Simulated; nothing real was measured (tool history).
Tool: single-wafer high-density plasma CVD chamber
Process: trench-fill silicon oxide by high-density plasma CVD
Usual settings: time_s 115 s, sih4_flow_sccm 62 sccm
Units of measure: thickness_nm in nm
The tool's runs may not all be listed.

run	hour	time_s	sih4_flow_sccm	wafers since the last listed run	hours since the silane flow controller was replaced	hours since the gauge calibration	read-back reference wafer on the same gauge, thickness_nm	thickness_nm
1	0	110	62	0	3555.5	24.4	708.808	680.241
2	17.7	107	62	231	3573.2	42.1	709.761	660.9
3	32.7	107	62	196	3588.2	57.1	710.173	663.004
4	67.9	107	62	460	3623.4	92.3	710.943	663.476
5	91	101	62	302	3646.5	115.4	711.365	627.808
6	126.4	101	62	463	3681.9	150.8	712.525	626.824
7	153.5	115	62	354	3709	177.9	713.442	713.474
# hour 178.9: gauge calibrated
8	183.6	97	72	393	3739.1	4.7	705.964	656.95
# hour 233.4: silane flow controller replaced
9	233.9	115	62	553	0.5	55	707.625	712.083
10	256.6	101	62	296	23.2	77.7	708.406	622.031

For run 11, what comes out?
11	291.3	134	62	453	57.9	112.4	?	?

{"run 11": {"read-back reference wafer on the same gauge, thickness_nm": 709.698, "thickness_nm": 829.045}}
With the hidden condition absent and the run-to-run variation left alone, this run would have shown thickness_nm 827.479 nm.
